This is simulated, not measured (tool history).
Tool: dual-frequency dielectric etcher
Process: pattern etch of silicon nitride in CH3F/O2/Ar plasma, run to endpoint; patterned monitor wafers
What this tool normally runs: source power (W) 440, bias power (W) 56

run,day,source power (W),bias power (W),wafers since the last listed run,hours since the last wet clean,hours since the last source power generator calibration,hours since the last bias power generator calibration,hours since the last upper electrode change,"incoming incoming film thickness, nm",endpoint time (s)
1,0,440,56,0,31.7,3771.5,3580.9,4907.8,54,89.4
2,0.792,360,56,225,50.7,3790.5,3599.9,4926.8,54.6,103.5
3,1.329,440,48,153,63.6,3803.4,3612.8,4939.7,53.8,93.2
4,2.112,480,56,223,82.4,3822.2,3631.6,4958.5,54.4,86.1
5,3.6,480,56,424,118.1,3857.9,3667.3,4994.2,54.3,86
# day 5.317: upper electrode replaced
6,5.338,440,56,210,159.8,3899.6,3709,0.5,53.8,90.5
# day 6.433: wet clean of the chamber, repeated, since the last time left the tool worse
7,6.454,410,62,33,0.5,3926.4,3735.8,27.3,53.7,85.1
8,7.692,410,62,353,30.2,3956.1,3765.5,57,55.3,88.8
9,8.671,440,56,279,53.7,3979.6,3789,80.5,54.6,86.2
# day 9.288: source power generator calibrated
10,9.908,440,56,305,83.4,14.9,3818.7,110.2,54.2,85.8
# day 10.142: bias power generator calibrated
11,11.042,510,56,275,110.6,42.1,21.6,137.4,54.1,78.4
12,12.342,500,56,370,141.8,73.3,52.8,168.6,53.9,78.9
13,13.283,510,50,268,164.4,95.9,75.4,191.2,54.5,80.5
14,14.45,440,61,332,192.4,123.9,103.4,219.2,54,83.9
15,15.071,440,66,177,207.3,138.8,118.3,234.1,53.5,81.4
16,16.471,510,68,399,240.9,172.4,151.9,267.7,53.7,74.5
17,20.296,440,65,1091,332.7,264.2,243.7,359.5,54.4,83.4
18,21.421,440,48,320,359.7,291.2,270.7,386.5,53.5,88.2
19,22.7,490,68,364,390.4,321.9,301.4,417.2,54.2,78.3
# day 23.933: wet clean of the chamber
20,24.004,440,47,86,1.7,353.2,332.7,448.5,54.3,88.1
21,25.562,440,56,444,39.1,390.6,370.1,485.9,54.3,84
22,26.254,360,60,197,55.7,407.2,386.7,502.5,53.9,95.2
23,27.167,390,56,260,77.6,429.1,408.6,524.4,54.6,92.7
24,28.221,410,56,300,102.9,454.4,433.9,549.7,54.2,90.6
25,28.788,440,56,161,116.5,468,447.5,563.3,54.2,84.6
26,29.746,480,43,273,139.5,491,470.5,586.3,54.3,86
27,30.296,350,56,156,152.7,504.2,483.7,599.5,53.7,98.8
28,31.438,480,44,325,180.1,531.6,511.1,626.9,54.7,86.5
29,32.025,480,49,167,194.2,545.7,525.2,641,54.1,83
30,32.988,400,49,274,217.3,568.8,548.3,664.1,54.2,94.6
31,33.967,340,56,279,240.8,592.3,571.8,687.6,54,102.4
32,34.908,530,52,268,263.4,614.9,594.4,710.2,53.9,78.1
33,35.629,480,52,205,280.7,632.2,611.7,727.5,54.7,84.2
34,36.512,440,51,252,301.9,653.4,632.9,748.7,54,88.2

Here are 5 independent what-if runs from the current tool condition. What would each one return?
A,36.529,440,67,4,302.3,653.8,633.3,749.1,54.5,?
B,36.529,530,56,4,302.3,653.8,633.3,749.1,54.5,?
C,36.529,440,46,4,302.3,653.8,633.3,749.1,54.5,?
D,36.529,550,56,4,302.3,653.8,633.3,749.1,54.5,?
E,36.529,440,50,4,302.3,653.8,633.3,749.1,54.5,?

run,endpoint time (s)
A,84.4
B,78.9
C,91.9
D,77.2
E,90.3
Without the tool's hidden state the same runs would have given:
run,endpoint time (s)
A,82.6
B,77.2
C,89.9
D,75.6
E,88.4
